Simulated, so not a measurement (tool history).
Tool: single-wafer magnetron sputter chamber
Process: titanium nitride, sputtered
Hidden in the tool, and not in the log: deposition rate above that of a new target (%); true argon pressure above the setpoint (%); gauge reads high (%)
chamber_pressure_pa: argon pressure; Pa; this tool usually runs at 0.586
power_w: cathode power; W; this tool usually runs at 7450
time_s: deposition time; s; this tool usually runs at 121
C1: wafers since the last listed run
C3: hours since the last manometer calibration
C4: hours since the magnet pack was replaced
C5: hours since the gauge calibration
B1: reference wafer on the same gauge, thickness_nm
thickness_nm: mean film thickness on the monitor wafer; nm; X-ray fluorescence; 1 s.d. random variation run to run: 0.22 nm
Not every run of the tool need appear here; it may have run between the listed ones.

Run 1, hour 0: usual settings; C1 0; wafers on the sputter target 2065; C3 2424.3; C4 4833.9; C5 34.6; B1 139.033. Result: thickness_nm 142.925 nm.
Run 2, hour 14.2: usual settings; C1 208; wafers on the sputter target 2273; C3 2438.5; C4 4848.1; C5 48.8; B1 138.954. Result: thickness_nm 142.925 nm.
Run 3, hour 24.2: usual settings; C1 146; wafers on the sputter target 2420; C3 2448.5; C4 4858.1; C5 58.8; B1 138.989. Result: thickness_nm 143.099 nm.
Run 4, hour 33.6: usual settings; C1 137; wafers on the sputter target 2558; C3 2457.9; C4 4867.5; C5 68.2; B1 138.902. Result: thickness_nm 142.795 nm.
Run 5, hour 50.9: usual settings; C1 253; wafers on the sputter target 2811; C3 2475.2; C4 4884.8; C5 85.5; B1 138.929. Result: thickness_nm 142.329 nm.
At hour 62.4: capacitance manometer re-zeroed and calibrated.
Run 6, hour 62.9: usual settings; C1 58; wafers on the sputter target 2870; C3 0.5; C4 4896.8; C5 97.5; B1 138.998. Result: thickness_nm 142.42 nm.
Run 7, hour 73.9: usual settings; C1 161; wafers on the sputter target 3031; C3 11.5; C4 4907.8; C5 108.5; B1 139.035. Result: thickness_nm 142.486 nm.
At hour 85.8: sputter target and shields replaced.
Run 8, hour 86.3: usual settings; C1 64; wafers on the sputter target 6; C3 23.9; C4 4920.2; C5 120.9; B1 138.939. Result: thickness_nm 143.768 nm.
Run 9, hour 92.3: usual settings; C1 87; wafers on the sputter target 94; C3 29.9; C4 4926.2; C5 126.9; B1 139.052. Result: thickness_nm 143.546 nm.
At hour 112.3: magnet pack replaced.
Run 10, hour 112.8: usual settings but time_s 140 s; C1 183; wafers on the sputter target 278; C3 50.4; C4 0.5; C5 147.4; B1 139.058. Result: thickness_nm 166.167 nm.
At hour 113.9: gauge calibrated.
Run 11, hour 126.3: usual settings but time_s 113 s; C1 197; wafers on the sputter target 476; C3 63.9; C4 14; C5 12.4; B1 138.971. Result: thickness_nm 134.087 nm.
Run 12, hour 139.5: usual settings but chamber_pressure_pa 0.722 Pa, power_w 8300 W, time_s 133 s; C1 193; wafers on the sputter target 669; C3 77.1; C4 27.2; C5 25.6; B1 139.012. Result: thickness_nm 165.985 nm.
Run 13, hour 150.3: usual settings but chamber_pressure_pa 0.469 Pa, power_w 8650 W, time_s 129 s; C1 158; wafers on the sputter target 828; C3 87.9; C4 38; C5 36.4; B1 138.897. Result: thickness_nm 183.396 nm.
Run 14, hour 160.9: usual settings but chamber_pressure_pa 0.764 Pa, time_s 136 s; C1 155; wafers on the sputter target 983; C3 98.5; C4 48.6; C5 47; B1 139.041. Result: thickness_nm 151.062 nm.
Run 15, hour 175.7: usual settings; C1 217; wafers on the sputter target 1200; C3 113.3; C4 63.4; C5 61.8; B1 139.069. Result: thickness_nm 143.811 nm.

4 ways to go on from here, each from the tool as it stands after run 15. What would each give?
Run A, hour 176.1: usual settings but time_s 114 s; C1 5; wafers on the sputter target 1206; C3 113.7; C4 63.8; C5 62.2; B1 ?. Result: thickness_nm ?.
Run B, hour 176.1: usual settings but chamber_pressure_pa 0.689 Pa, power_w 6400 W, time_s 102 s; C1 5; wafers on the sputter target 1206; C3 113.7; C4 63.8; C5 62.2; B1 ?. Result: thickness_nm ?.
Run C, hour 176.1: usual settings but power_w 8400 W, time_s 108 s; C1 5; wafers on the sputter target 1206; C3 113.7; C4 63.8; C5 62.2; B1 ?. Result: thickness_nm ?.
Run D, hour 176.1: usual settings but time_s 136 s; C1 5; wafers on the sputter target 1206; C3 113.7; C4 63.8; C5 62.2; B1 ?. Result: thickness_nm ?.

run       B1  thickness_nm
  A  138.906       135.103
  B  138.906       101.578
  C  138.906       142.764
  D  138.906       161.175
What these runs would have given with no unlogged condition in the tool:
run  thickness_nm
  A       135.496
  B       101.874
  C        143.18
  D       161.645
